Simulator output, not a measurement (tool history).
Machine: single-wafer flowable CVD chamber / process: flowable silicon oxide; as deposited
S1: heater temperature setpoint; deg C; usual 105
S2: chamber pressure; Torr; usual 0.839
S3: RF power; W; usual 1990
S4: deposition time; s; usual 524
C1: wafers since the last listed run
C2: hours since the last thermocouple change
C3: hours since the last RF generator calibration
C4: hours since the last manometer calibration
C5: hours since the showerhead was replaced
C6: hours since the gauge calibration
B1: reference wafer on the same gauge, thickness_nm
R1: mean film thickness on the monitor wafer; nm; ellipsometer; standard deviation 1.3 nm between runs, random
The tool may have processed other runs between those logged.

Run 1, day 0: usual settings; C1 0; C2 1016.6; C3 1060.4; C4 1264.8; C5 3620.3; C6 144.2; B1 241.031. Result: R1 286.42 nm.
Run 2, day 1.442: usual settings but S2 0.939 Torr; C1 79; C2 1051.2; C3 1095; C4 1299.4; C5 3654.9; C6 178.8; B1 240.626. Result: R1 315.677 nm.
Run 3, day 2.112: usual settings but S2 0.939 Torr; C1 36; C2 1067.3; C3 1111.1; C4 1315.5; C5 3671; C6 194.9; B1 240.817. Result: R1 315.163 nm.
Run 4, day 3.254: usual settings but S3 1910 W; C1 62; C2 1094.7; C3 1138.5; C4 1342.9; C5 3698.4; C6 222.3; B1 240.383. Result: R1 284.785 nm.
Run 5, day 4.279: usual settings but S3 1910 W; C1 56; C2 1119.3; C3 1163.1; C4 1367.5; C5 3723; C6 246.9; B1 239.936. Result: R1 284.009 nm.
Run 6, day 4.942: usual settings but S3 1910 W; C1 36; C2 1135.2; C3 1179; C4 1383.4; C5 3738.9; C6 262.8; B1 239.863. Result: R1 282.177 nm.
Run 7, day 5.546: usual settings but S3 2145 W; C1 33; C2 1149.7; C3 1193.5; C4 1397.9; C5 3753.4; C6 277.3; B1 239.99. Result: R1 289.736 nm.
Run 8, day 6.504: usual settings but S3 2145 W; C1 52; C2 1172.7; C3 1216.5; C4 1420.9; C5 3776.4; C6 300.3; B1 239.278. Result: R1 289.352 nm.
Run 9, day 7.367: usual settings but S3 2145 W; C1 47; C2 1193.4; C3 1237.2; C4 1441.6; C5 3797.1; C6 321; B1 239.251. Result: R1 288.808 nm.
At day 8.229: RF generator calibrated.
Run 10, day 8.25: usual settings; C1 30; C2 1214.6; C3 0.5; C4 1462.8; C5 3818.3; C6 342.2; B1 239.237. Result: R1 284.682 nm.
At day 8.721: gauge calibrated.
Run 11, day 8.829: usual settings but S3 1775 W; C1 31; C2 1228.5; C3 14.4; C4 1476.7; C5 3832.2; C6 2.6; B1 243.179. Result: R1 286.057 nm.
Run 12, day 9.717: usual settings but S4 578 s; C1 48; C2 1249.8; C3 35.7; C4 1498; C5 3853.5; C6 23.9; B1 242.632. Result: R1 319.715 nm.
At day 11.683: thermocouple changed; heater temperature recalibrated.
Run 13, day 11.788: usual settings but S2 1.046 Torr, S4 449 s; C1 95; C2 2.5; C3 85.4; C4 1547.7; C5 3903.2; C6 73.6; B1 242.45. Result: R1 293.765 nm.
Run 14, day 12.6: usual settings but S2 0.675 Torr; C1 44; C2 22; C3 104.9; C4 1567.2; C5 3922.7; C6 93.1; B1 241.904. Result: R1 245.004 nm.
Run 15, day 13.604: usual settings; C1 55; C2 46.1; C3 129; C4 1591.3; C5 3946.8; C6 117.2; B1 241.789. Result: R1 290.628 nm.
Run 16, day 14.321: usual settings but S2 0.903 Torr; C1 39; C2 63.3; C3 146.2; C4 1608.5; C5 3964; C6 134.4; B1 241.982. Result: R1 306.014 nm.
At day 15.579: capacitance manometer re-zeroed and calibrated.
Run 17, day 15.662: usual settings but S3 1685 W, S4 553 s; C1 55; C2 95.5; C3 178.4; C4 2; C5 3996.2; C6 166.6; B1 241.558. Result: R1 294.035 nm.
Run 18, day 16.55: usual settings; C1 48; C2 116.8; C3 199.7; C4 23.3; C5 4017.5; C6 187.9; B1 241.393. Result: R1 288.995 nm.
At day 17.138: showerhead replaced.
Run 19, day 17.271: usual settings but S3 2220 W, S4 426 s; C1 21; C2 134.1; C3 217; C4 40.6; C5 3.2; C6 205.2; B1 241.349. Result: R1 236.618 nm.
Run 20, day 18.117: usual settings; C1 46; C2 154.4; C3 237.3; C4 60.9; C5 23.5; C6 225.5; B1 241.148. Result: R1 287.207 nm.
Run 21, day 20.525: usual settings but S2 0.771 Torr, S3 2175 W, S4 558 s; C1 132; C2 212.2; C3 295.1; C4 118.7; C5 81.3; C6 283.3; B1 240.231. Result: R1 288.995 nm.
Run 22, day 21.512: usual settings but S3 1595 W; C1 54; C2 235.9; C3 318.8; C4 142.4; C5 105; C6 307; B1 239.949. Result: R1 272.978 nm.
Run 23, day 22.554: usual settings but S1 93 deg C, S4 623 s; C1 57; C2 260.9; C3 343.8; C4 167.4; C5 130; C6 332; B1 239.517. Result: R1 535.833 nm.
Run 24, day 23.058: usual settings but S1 111 deg C, S3 1680 W, S4 445 s; C1 27; C2 273; C3 355.9; C4 179.5; C5 142.1; C6 344.1; B1 239.613. Result: R1 189.813 nm.
Run 25, day 23.804: usual settings but S3 2330 W; C1 41; C2 290.9; C3 373.8; C4 197.4; C5 160; C6 362; B1 239.844. Result: R1 294.32 nm.
At day 24.65: gauge calibrated.
Run 26, day 25.138: usual settings but S2 0.986 Torr, S3 1690 W, S4 440 s; C1 73; C2 322.9; C3 405.8; C4 229.4; C5 192; C6 11.7; B1 243.797. Result: R1 267.134 nm.
Run 27, day 26.412: usual settings but S2 0.771 Torr, S3 2175 W, S4 558 s; C1 70; C2 353.5; C3 436.4; C4 260; C5 222.6; C6 42.3; B1 243.277. Result: R1 295.031 nm.
Run 28, day 26.954: usual settings; C1 29; C2 366.5; C3 449.4; C4 273; C5 235.6; C6 55.3; B1 243.125. Result: R1 289.156 nm.

Forecast each of these 4 alternatives for the next run:
Run A, day 26.975: usual settings but S1 114 deg C; C1 1; C2 367; C3 449.9; C4 273.5; C5 236.1; C6 55.8; B1 ?. Result: R1 ?.
Run B, day 26.975: usual settings but S2 0.784 Torr; C1 1; C2 367; C3 449.9; C4 273.5; C5 236.1; C6 55.8; B1 ?. Result: R1 ?.
Run C, day 26.975: usual settings but S2 0.716 Torr, S4 593 s; C1 1; C2 367; C3 449.9; C4 273.5; C5 236.1; C6 55.8; B1 ?. Result: R1 ?.
Run D, day 26.975: usual settings but S1 112 deg C, S3 2150 W, S4 449 s; C1 1; C2 367; C3 449.9; C4 273.5; C5 236.1; C6 55.8; B1 ?. Result: R1 ?.

run       B1       R1
  A  243.457  208.616
  B  243.457  275.389
  C  243.457  291.661
  D  243.457  193.926
Without the tool's unlogged condition, the same runs would have read:
run       R1
  A  208.575
  B  275.335
  C  291.604
  D  193.888

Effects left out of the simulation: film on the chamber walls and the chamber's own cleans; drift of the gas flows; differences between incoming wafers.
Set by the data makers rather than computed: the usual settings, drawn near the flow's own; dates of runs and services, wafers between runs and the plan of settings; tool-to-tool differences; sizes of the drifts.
